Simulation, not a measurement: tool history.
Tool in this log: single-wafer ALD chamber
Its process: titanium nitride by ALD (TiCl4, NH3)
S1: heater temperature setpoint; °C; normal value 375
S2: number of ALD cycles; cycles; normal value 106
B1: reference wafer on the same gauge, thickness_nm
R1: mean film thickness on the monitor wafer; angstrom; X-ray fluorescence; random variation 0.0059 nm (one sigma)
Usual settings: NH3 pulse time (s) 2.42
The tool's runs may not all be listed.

run 1 day=0.000 | S1=375 S2=106 NH3_pulse_time_(s)=2.42 | B1=2.510 | R1=23.39
run 2 day=1.238 | S1=375 S2=106 NH3_pulse_time_(s)=2.93 | B1=2.511 | R1=23.65
run 3 day=7.954 | S1=381 S2=106 NH3_pulse_time_(s)=2.42 | B1=2.509 | R1=23.54
run 4 day=10.300 | S1=381 S2=106 NH3_pulse_time_(s)=2.42 | B1=2.508 | R1=23.62
run 5 day=12.321 | S1=381 S2=106 NH3_pulse_time_(s)=2.42 | B1=2.510 | R1=23.54
run 6 day=14.621 | S1=375 S2=106 NH3_pulse_time_(s)=2.42 | B1=2.509 | R1=23.54
run 7 day=17.579 | S1=375 S2=106 NH3_pulse_time_(s)=2.42 | B1=2.508 | R1=23.42
run 8 day=19.083 | S1=375 S2=106 NH3_pulse_time_(s)=2.42 | B1=2.510 | R1=23.43
run 9 day=21.550 | S1=364 S2=90 NH3_pulse_time_(s)=2.04 | B1=2.511 | R1=19.39
-- day=22.317 gauge calibrated
run 10 day=23.375 | S1=364 S2=90 NH3_pulse_time_(s)=2.04 | B1=2.509 | R1=19.28
-- day=23.733 thermocouple changed; heater temperature recalibrated
-- day=24.604 showerhead replaced
run 11 day=24.625 | S1=375 S2=106 NH3_pulse_time_(s)=2.42 | B1=2.511 | R1=23.49

Run 12 comes next. What will it give?
run 12 day=26.592 | S1=384 S2=123 NH3_pulse_time_(s)=1.79 | B1=? | R1=?

B1: 2.511
R1: 26.95 angstrom
The same run, on a tool lacking any hidden state, would have yielded R1 26.95 angstrom.

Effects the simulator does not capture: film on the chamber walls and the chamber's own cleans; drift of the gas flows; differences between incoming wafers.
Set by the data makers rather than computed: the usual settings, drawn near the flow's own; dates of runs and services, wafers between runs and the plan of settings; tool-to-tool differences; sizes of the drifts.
